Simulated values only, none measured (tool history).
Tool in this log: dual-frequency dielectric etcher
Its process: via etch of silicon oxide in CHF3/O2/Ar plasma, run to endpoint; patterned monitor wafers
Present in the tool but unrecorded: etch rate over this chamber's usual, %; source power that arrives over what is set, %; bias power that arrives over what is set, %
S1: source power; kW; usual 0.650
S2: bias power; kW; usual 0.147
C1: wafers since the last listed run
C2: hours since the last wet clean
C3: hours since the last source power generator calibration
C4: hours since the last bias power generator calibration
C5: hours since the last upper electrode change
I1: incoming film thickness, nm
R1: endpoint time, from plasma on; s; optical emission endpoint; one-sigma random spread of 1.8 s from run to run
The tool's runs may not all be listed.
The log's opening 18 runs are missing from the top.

| run | hour | S1 | S2 | C1 | C2 | C3 | C4 | C5 | I1 | R1 |
|---|---|---|---|---|---|---|---|---|---|---|
| 19 | 923.0 | 0.490 | 0.158 | 352 | 342.7 | 383.3 | 2149.7 | 106.5 | 541.6 | 323.8 |
| 20 | 971.0 | 0.650 | 0.113 | 287 | 390.7 | 431.3 | 2197.7 | 154.5 | 546.4 | 297.5 |
|  | 1011.9 | wet clean of the chamber |
| 21 | 1035.2 | 0.650 | 0.147 | 241 | 23.3 | 495.5 | 2261.9 | 218.7 | 540.6 | 278.7 |
| 22 | 1100.5 | 0.650 | 0.147 | 391 | 88.6 | 560.8 | 2327.2 | 284.0 | 546.7 | 278.6 |
| 23 | 1156.5 | 0.720 | 0.113 | 335 | 144.6 | 616.8 | 2383.2 | 340.0 | 547.6 | 282.5 |
|  | 1188.1 | bias power generator calibrated |
| 24 | 1196.5 | 0.520 | 0.147 | 215 | 184.6 | 656.8 | 8.4 | 380.0 | 545.2 | 317.4 |
| 25 | 1257.3 | 0.510 | 0.161 | 364 | 245.4 | 717.6 | 69.2 | 440.8 | 545.4 | 315.1 |
| 26 | 1314.2 | 0.580 | 0.162 | 341 | 302.3 | 774.5 | 126.1 | 497.7 | 543.3 | 286.0 |
| 27 | 1366.7 | 0.650 | 0.147 | 314 | 354.8 | 827.0 | 178.6 | 550.2 | 543.8 | 270.6 |
| 28 | 1393.2 | 0.580 | 0.164 | 158 | 381.3 | 853.5 | 205.1 | 576.7 | 544.7 | 279.0 |
|  | 1437.1 | wet clean of the chamber |
| 29 | 1437.6 | 0.650 | 0.147 | 122 | 0.5 | 897.9 | 249.5 | 621.1 | 543.8 | 278.9 |
| 30 | 1461.6 | 0.550 | 0.164 | 143 | 24.5 | 921.9 | 273.5 | 645.1 | 542.3 | 297.9 |
| 31 | 1494.5 | 0.780 | 0.110 | 197 | 57.4 | 954.8 | 306.4 | 678.0 | 535.9 | 266.3 |
| 32 | 1524.1 | 0.650 | 0.147 | 177 | 87.0 | 984.4 | 336.0 | 707.6 | 541.7 | 278.1 |
| 33 | 1552.8 | 0.530 | 0.112 | 172 | 115.7 | 1013.1 | 364.7 | 736.3 | 546.7 | 340.9 |
| 34 | 1752.7 | 0.500 | 0.181 | 1198 | 315.6 | 1213.0 | 564.6 | 936.2 | 536.8 | 300.2 |

Branching from run 34: 5 alternative next runs. What would each branch give?
| A | 1753.2 | 0.690 | 0.147 | 2 | 316.1 | 1213.5 | 565.1 | 936.7 | 546.6 | ? |
| B | 1753.2 | 0.510 | 0.130 | 2 | 316.1 | 1213.5 | 565.1 | 936.7 | 546.6 | ? |
| C | 1753.2 | 0.520 | 0.178 | 2 | 316.1 | 1213.5 | 565.1 | 936.7 | 546.6 | ? |
| D | 1753.2 | 0.800 | 0.147 | 2 | 316.1 | 1213.5 | 565.1 | 936.7 | 546.6 | ? |
| E | 1753.2 | 0.530 | 0.165 | 2 | 316.1 | 1213.5 | 565.1 | 936.7 | 546.6 | ? |

| run | R1 |
|---|---|
| A | 263.9 |
| B | 334.6 |
| C | 298.5 |
| D | 242.2 |
| E | 301.9 |
Without the tool's hidden state the same runs would have given:
| run | R1 |
|---|---|
| A | 275.4 |
| B | 349.2 |
| C | 311.5 |
| D | 252.8 |
| E | 315.0 |
